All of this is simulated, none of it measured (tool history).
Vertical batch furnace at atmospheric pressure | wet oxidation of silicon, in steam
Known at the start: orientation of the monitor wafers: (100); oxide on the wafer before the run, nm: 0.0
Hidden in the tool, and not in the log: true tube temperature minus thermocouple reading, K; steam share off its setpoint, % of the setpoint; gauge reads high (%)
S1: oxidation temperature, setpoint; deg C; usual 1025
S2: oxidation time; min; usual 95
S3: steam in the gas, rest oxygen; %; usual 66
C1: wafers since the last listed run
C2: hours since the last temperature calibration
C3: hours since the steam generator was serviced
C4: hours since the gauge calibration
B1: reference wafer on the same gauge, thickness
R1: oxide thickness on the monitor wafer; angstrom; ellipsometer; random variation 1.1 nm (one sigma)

| run | hour | S1 | S2 | S3 | C1 | C2 | C3 | C4 | B1 | R1 |
|---|---|---|---|---|---|---|---|---|---|---|
| 1 | 0 | 1025 | 95 | 66 | 0 | 3028.7 | 1855.6 | 147 | 494.9 | 4398.2 |
| 2 | 35.5 | 1025 | 95 | 66 | 279 | 3064.2 | 1891.1 | 182.5 | 495.79 | 4399.5 |
| 3 | 95.7 | 1025 | 95 | 66 | 473 | 3124.4 | 1951.3 | 242.7 | 495.47 | 4387 |
| 4 | 123.9 | 1025 | 95 | 66 | 222 | 3152.6 | 1979.5 | 270.9 | 495.64 | 4408.2 |
| 5 | 158.6 | 1025 | 95 | 66 | 273 | 3187.3 | 2014.2 | 305.6 | 496.58 | 4419.9 |
| 6 | 200.4 | 1025 | 95 | 66 | 329 | 3229.1 | 2056 | 347.4 | 496.94 | 4401 |
| 7 | 319.8 | 1025 | 95 | 66 | 939 | 3348.5 | 2175.4 | 466.8 | 497.52 | 4425.7 |
| 8 | 347.6 | 1025 | 63 | 66 | 218 | 3376.3 | 2203.2 | 494.6 | 498.1 | 3400.2 |
| 9 | 377.3 | 1025 | 95 | 66 | 233 | 3406 | 2232.9 | 524.3 | 498.86 | 4398.6 |
| 10 | 410.7 | 1025 | 95 | 66 | 262 | 3439.4 | 2266.3 | 557.7 | 499.03 | 4421.6 |
| 11 | 459.3 | 1025 | 77 | 60 | 382 | 3488 | 2314.9 | 606.3 | 499.64 | 3641 |
| 12 | 490.9 | 1011 | 124.5 | 66 | 248 | 3519.6 | 2346.5 | 637.9 | 500.36 | 4877.2 |
| 13 | 529.7 | 1041 | 120 | 66 | 305 | 3558.4 | 2385.3 | 676.7 | 500.62 | 5607.3 |
| 14 | 591 | 1045 | 81.5 | 71 | 482 | 3619.7 | 2446.6 | 738 | 501.81 | 4752.6 |
|  | 624.1 | gauge calibrated |
|  | 624.4 | steam generator serviced |
|  | 663.6 | thermocouples replaced and temperature profile calibrated |
| 15 | 664.1 | 1037 | 95 | 66 | 197 | 0.5 | 39.7 | 40 | 495.72 | 4714.6 |
| 16 | 719.2 | 1016 | 76 | 76 | 433 | 55.6 | 94.8 | 95.1 | 496.09 | 3943.9 |
| 17 | 744.3 | 1045 | 81.5 | 71 | 197 | 80.7 | 119.9 | 120.2 | 495.98 | 4656.4 |
| 18 | 805.3 | 1025 | 95 | 62 | 480 | 141.7 | 180.9 | 181.2 | 496.34 | 4241 |
| 19 | 832.1 | 1007 | 141 | 74 | 210 | 168.5 | 207.7 | 208 | 496.22 | 5460.5 |

Hidden state at the last listed run before each entry between runs and at the first one after, where it differs:
Between runs 14 and 15: gauge calibrated (hour 624.1); steam generator serviced (hour 624.4); thermocouples replaced and temperature profile calibrated (hour 663.6)
  gauge reads high (%): 1.18 -> -0.0497
  measured less the result without the state, R1: +55.3 -> -2.3 angstrom
